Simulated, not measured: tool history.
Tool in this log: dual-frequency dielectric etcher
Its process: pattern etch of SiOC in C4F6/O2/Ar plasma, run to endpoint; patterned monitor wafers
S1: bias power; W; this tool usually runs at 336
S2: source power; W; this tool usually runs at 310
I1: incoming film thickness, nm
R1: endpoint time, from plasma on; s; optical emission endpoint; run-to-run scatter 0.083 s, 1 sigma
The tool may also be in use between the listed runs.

run	hour	S1	S2	I1	R1
1	0	313	310	30.18	13.9
2	15	313	310	29.63	13.7
3	28.8	336	310	29.71	13.3
4	41.3	336	310	29.99	13.4
5	49.5	336	310	30.16	13.5
6	60.2	336	310	29.81	13.4
7	70.7	336	340	29.95	12.9
8	82.9	336	340	29.74	12.9
9	91.7	336	310	29.97	13.5
10	101.8	336	310	30.01	13.6
11	116.4	336	310	29.91	13.5
12	129.1	363	260	29.65	13.5
13	144.4	336	310	29.8	13.5
# hour 175.8: source power generator calibrated
# hour 180.4: wet clean of the chamber
14	196.7	336	310	29.98	13.9
15	205.1	336	310	29.78	13.7
16	220	262	310	29.99	15.5
# hour 225: bias power generator calibrated
17	231.6	336	310	30	14
18	243.3	336	340	29.73	13.6

Run 19 has not been measured yet. What should we expect?
# hour 267.4: upper electrode replaced
# hour 270.5: wet clean of the chamber, repeated, since the last time left the tool worse
19	271	269	310	29.85	?

R1: 14.3 s
With no hidden state in the tool, this same run would have given R1 14.3 s.

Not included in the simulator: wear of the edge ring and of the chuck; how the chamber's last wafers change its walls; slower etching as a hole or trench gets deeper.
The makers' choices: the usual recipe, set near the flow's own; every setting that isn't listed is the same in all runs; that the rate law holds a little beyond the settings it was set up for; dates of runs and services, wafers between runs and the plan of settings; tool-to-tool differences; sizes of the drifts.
